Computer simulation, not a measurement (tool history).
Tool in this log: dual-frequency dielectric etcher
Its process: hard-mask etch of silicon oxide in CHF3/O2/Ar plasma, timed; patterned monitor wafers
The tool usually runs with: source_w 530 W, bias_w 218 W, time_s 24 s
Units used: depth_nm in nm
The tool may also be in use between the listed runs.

| run | day | source_w | bias_w | time_s | wafers since the last listed run | hours since the last wet clean | hours since the last source power generator calibration | hours since the last bias power generator calibration | hours since the last upper electrode change | hours since the gauge calibration | read-back reference wafer on the same gauge, depth_nm | depth_nm |
|---|---|---|---|---|---|---|---|---|---|---|---|---|
| 1 | 0 | 530 | 218 | 24 | 0 | 14.1 | 4012.3 | 1143.7 | 4371.9 | 1274.2 | 55.9 | 49.6 |
|  | 1.283 | gauge calibrated |
| 2 | 2.033 | 530 | 218 | 24 | 766 | 62.9 | 4061.1 | 1192.5 | 4420.7 | 18 | 55.65 | 49.67 |
| 3 | 3.917 | 530 | 218 | 24 | 710 | 108.1 | 4106.3 | 1237.7 | 4465.9 | 63.2 | 55.7 | 49.78 |
| 4 | 5.029 | 430 | 193 | 24 | 419 | 134.8 | 4133 | 1264.4 | 4492.6 | 89.9 | 55.65 | 42.16 |
| 5 | 6.825 | 530 | 218 | 24 | 677 | 177.9 | 4176.1 | 1307.5 | 4535.7 | 133 | 55.62 | 49.74 |
| 6 | 9.783 | 530 | 218 | 24 | 1115 | 248.9 | 4247.1 | 1378.5 | 4606.7 | 204 | 55.77 | 49.92 |
| 7 | 11.333 | 530 | 241 | 24 | 584 | 286.1 | 4284.3 | 1415.7 | 4643.9 | 241.2 | 55.88 | 51.64 |
| 8 | 12.371 | 490 | 184 | 24 | 391 | 311 | 4309.2 | 1440.6 | 4668.8 | 266.1 | 55.72 | 45.69 |
|  | 15.012 | wet clean of the chamber, repeated, since the last time left the tool worse |
| 9 | 15.033 | 530 | 218 | 24 | 626 | 0.5 | 4373.1 | 1504.5 | 4732.7 | 330 | 55.55 | 52.07 |
| 10 | 17.054 | 530 | 195 | 24 | 761 | 49 | 4421.6 | 1553 | 4781.2 | 378.5 | 55.63 | 50.88 |
| 11 | 18.379 | 530 | 218 | 21.5 | 499 | 80.8 | 4453.4 | 1584.8 | 4813 | 410.3 | 55.7 | 47.07 |
| 12 | 20.758 | 530 | 218 | 28 | 897 | 137.9 | 4510.5 | 1641.9 | 4870.1 | 467.4 | 55.68 | 62.18 |
| 13 | 21.958 | 590 | 248 | 18 | 452 | 166.7 | 4539.3 | 1670.7 | 4898.9 | 496.2 | 55.58 | 43.03 |
|  | 22.508 | source power generator calibrated |
|  | 23.425 | upper electrode replaced |
| 14 | 23.446 | 430 | 218 | 18.5 | 151 | 202.4 | 22.5 | 1706.4 | 0.5 | 531.9 | 55.58 | 36.32 |
| 15 | 31.212 | 470 | 233 | 24 | 2928 | 388.8 | 208.9 | 1892.8 | 186.9 | 718.3 | 55.75 | 50.82 |
| 16 | 34.958 | 530 | 236 | 24 | 1412 | 478.7 | 298.8 | 1982.7 | 276.8 | 808.2 | 55.66 | 55.38 |
|  | 38.042 | wet clean of the chamber |
| 17 | 38.062 | 660 | 235 | 31 | 793 | 0.5 | 373.3 | 2057.2 | 351.3 | 882.7 | 55.87 | 78.23 |
| 18 | 38.396 | 530 | 218 | 24 | 125 | 8.5 | 381.3 | 2065.2 | 359.3 | 890.7 | 55.59 | 52.96 |
| 19 | 41.133 | 610 | 218 | 24 | 1032 | 74.2 | 447 | 2130.9 | 425 | 956.4 | 55.69 | 56.74 |
|  | 42.625 | bias power generator calibrated |
| 20 | 49.392 | 470 | 233 | 24 | 3051 | 272.4 | 645.2 | 162.4 | 623.2 | 1154.6 | 55.53 | 50.69 |
| 21 | 51.117 | 640 | 199 | 24 | 650 | 313.8 | 686.6 | 203.8 | 664.6 | 1196 | 55.64 | 57.73 |
| 22 | 53.438 | 580 | 269 | 24 | 875 | 369.5 | 742.3 | 259.5 | 720.3 | 1251.7 | 55.77 | 59.62 |
| 23 | 55.767 | 600 | 218 | 24 | 878 | 425.4 | 798.2 | 315.4 | 776.2 | 1307.6 | 55.69 | 57.14 |
| 24 | 57.438 | 530 | 218 | 24 | 630 | 465.5 | 838.3 | 355.5 | 816.3 | 1347.7 | 55.73 | 53.74 |
|  | 59.233 | wet clean of the chamber |
| 25 | 59.254 | 440 | 271 | 24 | 307 | 0.5 | 881.9 | 399.1 | 859.9 | 1391.3 | 55.64 | 49.49 |
| 26 | 61.775 | 530 | 177 | 26.5 | 950 | 61 | 942.4 | 459.6 | 920.4 | 1451.8 | 55.54 | 54.67 |
| 27 | 64.483 | 530 | 265 | 19.5 | 1021 | 126 | 1007.4 | 524.6 | 985.4 | 1516.8 | 55.59 | 45.2 |
| 28 | 66.112 | 530 | 218 | 24 | 614 | 165.1 | 1046.5 | 563.7 | 1024.5 | 1555.9 | 55.86 | 52.54 |

Forecast each of these 5 alternatives for the next run:
| A | 66.129 | 530 | 218 | 24 | 6 | 165.5 | 1046.9 | 564.1 | 1024.9 | 1556.3 | ? | ? |
| B | 66.129 | 460 | 236 | 18 | 6 | 165.5 | 1046.9 | 564.1 | 1024.9 | 1556.3 | ? | ? |
| C | 66.129 | 450 | 265 | 27.5 | 6 | 165.5 | 1046.9 | 564.1 | 1024.9 | 1556.3 | ? | ? |
| D | 66.129 | 590 | 237 | 24 | 6 | 165.5 | 1046.9 | 564.1 | 1024.9 | 1556.3 | ? | ? |
| E | 66.129 | 620 | 218 | 26.5 | 6 | 165.5 | 1046.9 | 564.1 | 1024.9 | 1556.3 | ? | ? |

| run | read-back reference wafer on the same gauge, depth_nm | depth_nm |
|---|---|---|
| A | 55.69 | 52.57 |
| B | 55.69 | 37.01 |
| C | 55.69 | 57.65 |
| D | 55.69 | 57.11 |
| E | 55.69 | 63.34 |
Without the tool's hidden state the same runs would have given:
| run | depth_nm |
|---|---|
| A | 52.13 |
| B | 36.71 |
| C | 57.17 |
| D | 56.63 |
| E | 62.81 |
